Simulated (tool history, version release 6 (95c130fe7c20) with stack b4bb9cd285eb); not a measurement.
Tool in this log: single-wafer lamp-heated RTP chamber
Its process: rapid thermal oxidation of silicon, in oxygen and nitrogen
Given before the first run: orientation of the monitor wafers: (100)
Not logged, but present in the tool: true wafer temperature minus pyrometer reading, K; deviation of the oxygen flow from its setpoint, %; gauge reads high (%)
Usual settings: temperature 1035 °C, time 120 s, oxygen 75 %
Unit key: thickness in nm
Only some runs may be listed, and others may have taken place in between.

run	hour	temperature	time	oxygen	wafers since the last listed run	wafers since the last pyrometer calibration	hours since the oxygen flow controller was replaced	hours since the gauge calibration	read-back reference wafer on the same gauge, thickness	thickness
1	0.0	1020	120	75	0	7544	4548.7	120.1	8.583	8.710
2	23.1	1035	120	75	162	7706	4571.8	143.2	8.586	9.747
3	51.3	1035	120	75	198	7904	4600.0	171.4	8.601	9.663
4	74.9	1035	120	75	165	8070	4623.6	195.0	8.592	9.636
5	89.7	1035	120	75	104	8174	4638.4	209.8	8.578	9.733
# hour 117.3: gauge calibrated
# hour 118.5: pyrometer window cleaned and pyrometer calibrated
6	125.2	1035	120	75	193	47	4673.9	7.9	8.592	9.738
7	155.5	1035	120	75	212	259	4704.2	38.2	8.601	9.704
8	169.4	1035	120	75	97	357	4718.1	52.1	8.590	9.743
9	204.0	1063	78	92	243	600	4752.7	86.7	8.594	10.410
10	218.0	1060	139	75	98	699	4766.7	100.7	8.589	12.285
# hour 230.7: oxygen flow controller replaced
11	235.1	1035	120	75	63	763	4.4	117.8	8.587	9.609
12	269.0	1019	83	61	238	1001	38.3	151.7	8.589	6.790
13	304.6	1035	91	84	250	1251	73.9	187.3	8.582	8.929
14	326.2	1047	90	75	151	1403	95.5	208.9	8.587	9.290

What if the next run were any one of these 3? Each begins from the tool's condition after run 14:
A	326.7	1035	120	75	3	1406	96.0	209.4	?	?
B	326.7	1048	120	86	3	1406	96.0	209.4	?	?
C	326.7	1035	120	91	3	1406	96.0	209.4	?	?

run	read-back reference wafer on the same gauge, thickness	thickness
A	8.587	9.783
B	8.587	11.263
C	8.587	10.494
The same runs, with their run-to-run variation unchanged, on a tool lacking any hidden condition would have given:
run	thickness
A	9.783
B	11.263
C	10.494

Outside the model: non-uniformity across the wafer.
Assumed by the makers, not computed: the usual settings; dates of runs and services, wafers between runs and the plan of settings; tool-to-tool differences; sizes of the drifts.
